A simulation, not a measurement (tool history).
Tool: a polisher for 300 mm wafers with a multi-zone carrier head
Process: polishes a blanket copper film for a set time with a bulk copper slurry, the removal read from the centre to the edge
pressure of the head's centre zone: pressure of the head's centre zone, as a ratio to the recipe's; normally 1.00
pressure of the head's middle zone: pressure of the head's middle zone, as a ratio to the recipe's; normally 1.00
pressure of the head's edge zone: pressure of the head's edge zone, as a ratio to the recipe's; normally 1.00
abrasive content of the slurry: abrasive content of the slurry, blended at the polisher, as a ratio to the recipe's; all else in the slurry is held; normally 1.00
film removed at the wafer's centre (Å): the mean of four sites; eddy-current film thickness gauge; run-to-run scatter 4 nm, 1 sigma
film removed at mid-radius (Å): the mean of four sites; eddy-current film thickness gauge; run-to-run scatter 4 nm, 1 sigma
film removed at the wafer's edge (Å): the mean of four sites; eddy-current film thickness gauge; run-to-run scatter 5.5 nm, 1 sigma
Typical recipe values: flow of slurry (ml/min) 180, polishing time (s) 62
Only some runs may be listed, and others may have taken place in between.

run,hour,flow of slurry (ml/min),pressure of the head's centre zone,pressure of the head's middle zone,pressure of the head's edge zone,abrasive content of the slurry,polishing time (s),"incoming thickness of the incoming film, nm",film removed at the wafer's centre (Å),film removed at mid-radius (Å),film removed at the wafer's edge (Å)
1,0.0,180,1.00,1.00,1.00,0.85,62,3568.5,3515,3765,3586
2,58.6,180,0.90,1.04,0.97,1.20,62,3643.6,3443,4290,3953
# hour 132.4: worn pad replaced by a new one
3,146.3,180,1.00,1.00,1.00,1.00,62,3618.0,3571,3871,3799
4,240.9,180,1.00,1.00,1.00,1.00,62,3657.8,3495,3896,3795
# hour 328.2: centre zone pressure recalibrated
5,335.0,180,1.00,0.94,1.00,0.80,80,3585.5,4471,4376,4599
# hour 339.2: edge zone pressure recalibrated
6,395.4,180,1.08,1.00,1.00,0.75,62,3679.4,3684,3606,3432
# hour 462.3: carrier head's membrane replaced by a new one
7,484.9,195,0.95,1.00,1.00,1.00,62,3588.6,3547,3918,3824
# hour 488.0: slurry nozzle cleaned
8,553.8,180,1.00,0.93,1.00,1.00,62,3602.3,3731,3704,3825
9,632.5,180,1.08,1.00,1.00,0.75,62,3544.6,3617,3547,3411
10,686.4,180,1.00,1.00,1.00,1.00,62,3577.6,3671,3970,3743
# hour 746.2: worn pad replaced by a new one
11,777.7,180,1.00,1.00,1.00,1.00,62,3532.9,3654,3857,3759
12,836.7,180,1.00,1.00,1.00,1.00,73,3631.9,4224,4562,4480
13,907.3,180,1.00,1.00,1.04,1.00,62,3589.4,3624,3829,3851
14,947.2,160,1.00,1.11,1.00,1.15,62,3584.4,3550,4387,3850
15,983.3,180,1.00,1.00,1.00,1.00,62,3607.4,3640,3881,3870
# hour 1010.1: slurry nozzle cleaned
16,1055.3,180,1.00,0.97,1.00,1.00,82,3544.2,4618,5061,5077
17,1122.3,180,1.00,1.00,1.10,1.20,62,3618.6,3629,4185,4252
18,1225.2,180,1.00,1.00,0.91,1.00,80,3617.8,4366,5002,4597
# hour 1241.2: worn pad replaced by a new one
# hour 1247.6: edge zone pressure recalibrated
# hour 1257.8: centre zone pressure recalibrated
19,1287.3,180,1.06,0.88,0.94,1.00,69,3580.2,4457,3890,4086
20,1373.1,240,0.89,1.08,1.04,1.00,62,3578.9,3531,4338,3954

The tool's hidden state at each run:
removal rate lost through wear of the pad, %: 0 at every run
slurry flow missing at the pad, %: 0 at every run
deviation of the edge zone's pressure from its setpoint, %: 0 at every run
H1: deviation of the centre zone's pressure from its setpoint, %
run,H1
1,-4.84
2,-5.77
3,-7.37
4,-9.34
5,-1.4
6,-1.46
7,-1.76
8,-2.15
9,-2.76
10,-3.29
11,-4.38
12,-5.21
13,-6.34
14,-7.05
15,-7.73
16,-9.2
17,-10.7
18,-13.3
19,-0.72
20,-0.903
